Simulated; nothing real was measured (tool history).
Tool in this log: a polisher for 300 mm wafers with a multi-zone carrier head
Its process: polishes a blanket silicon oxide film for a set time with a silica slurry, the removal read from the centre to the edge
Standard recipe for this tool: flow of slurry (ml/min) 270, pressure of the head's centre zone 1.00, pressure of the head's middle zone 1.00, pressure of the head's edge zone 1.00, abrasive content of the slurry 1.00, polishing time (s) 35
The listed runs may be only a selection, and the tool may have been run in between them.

run	hour	flow of slurry (ml/min)	pressure of the head's centre zone	pressure of the head's middle zone	pressure of the head's edge zone	abrasive content of the slurry	polishing time (s)	incoming thickness of the incoming film, nm	film removed at the wafer's centre (angstrom)	film removed at mid-radius (angstrom)	film removed at the wafer's edge (angstrom)
1	0.0	270	1.00	1.00	0.93	1.00	35	1608.8	1580	1619	1592
# hour 4.6: centre zone pressure recalibrated
2	11.5	270	1.00	1.00	1.00	1.00	35	1570.6	1575	1593	1598
# hour 22.2: edge zone pressure recalibrated
3	22.7	270	1.00	1.00	1.00	1.00	35	1581.7	1566	1627	1576
4	33.2	340	1.00	1.00	1.00	1.00	35	1611.4	1592	1668	1663
5	45.7	270	1.00	1.00	1.00	1.00	35	1570.2	1571	1623	1614
6	61.1	270	1.00	1.00	1.00	1.00	35	1576.7	1568	1623	1609
# hour 75.1: worn pad replaced by a new one
# hour 103.0: slurry nozzle cleaned
7	105.3	270	0.91	1.00	1.00	1.00	44	1595.5	1805	2027	2026
8	118.0	270	1.00	1.00	1.00	1.00	35	1604.3	1540	1619	1626
9	129.8	360	1.00	0.90	0.93	1.00	46	1598.0	2118	1973	2116
10	138.3	270	1.10	1.00	1.00	0.90	25	1571.7	1154	1079	1070
11	155.3	270	1.00	1.00	1.00	1.00	35	1596.6	1584	1616	1567
# hour 170.2: worn pad replaced by a new one
12	172.0	270	1.00	1.07	1.00	1.00	35	1606.2	1542	1701	1615
13	188.0	270	1.00	1.00	1.00	1.00	39	1585.9	1738	1784	1780
14	205.8	270	1.00	1.00	1.00	1.00	35	1566.5	1578	1613	1611
# hour 222.1: carrier head's membrane replaced by a new one
15	222.6	270	1.00	1.11	1.00	1.00	30	1612.0	1329	1512	1388
16	245.9	270	1.00	1.07	1.00	1.25	35	1590.9	1745	1882	1753
# hour 254.8: worn pad replaced by a new one
17	256.4	270	1.00	0.91	1.00	1.00	30	1613.2	1356	1307	1384
18	266.2	270	1.00	1.00	1.07	1.25	28	1614.6	1407	1424	1470
19	283.0	270	1.00	1.00	1.00	1.00	35	1596.9	1575	1596	1600
20	298.2	335	1.00	0.90	1.11	1.00	31	1585.6	1426	1342	1500
21	307.0	270	1.00	1.00	1.00	1.00	35	1566.0	1556	1606	1609
22	318.3	270	1.00	1.07	1.00	1.00	35	1621.0	1577	1678	1638

Each row is a separate what-if for the run after 22, all from the same tool condition, not one after another. Results?
A	318.7	270	1.00	1.00	1.00	1.00	29	1609.3	?	?	?
B	318.7	205	1.00	0.89	1.00	1.00	35	1609.3	?	?	?
C	318.7	300	0.89	1.00	1.00	0.80	30	1609.3	?	?	?

run	film removed at the wafer's centre (angstrom)	film removed at mid-radius (angstrom)	film removed at the wafer's edge (angstrom)
A	1304	1329	1320
B	1516	1414	1558
C	1065	1220	1209
Had the tool no hidden state, the same runs would have come out as:
run	film removed at the wafer's centre (angstrom)	film removed at mid-radius (angstrom)	film removed at the wafer's edge (angstrom)
A	1304	1329	1320
B	1516	1414	1558
C	1065	1220	1209
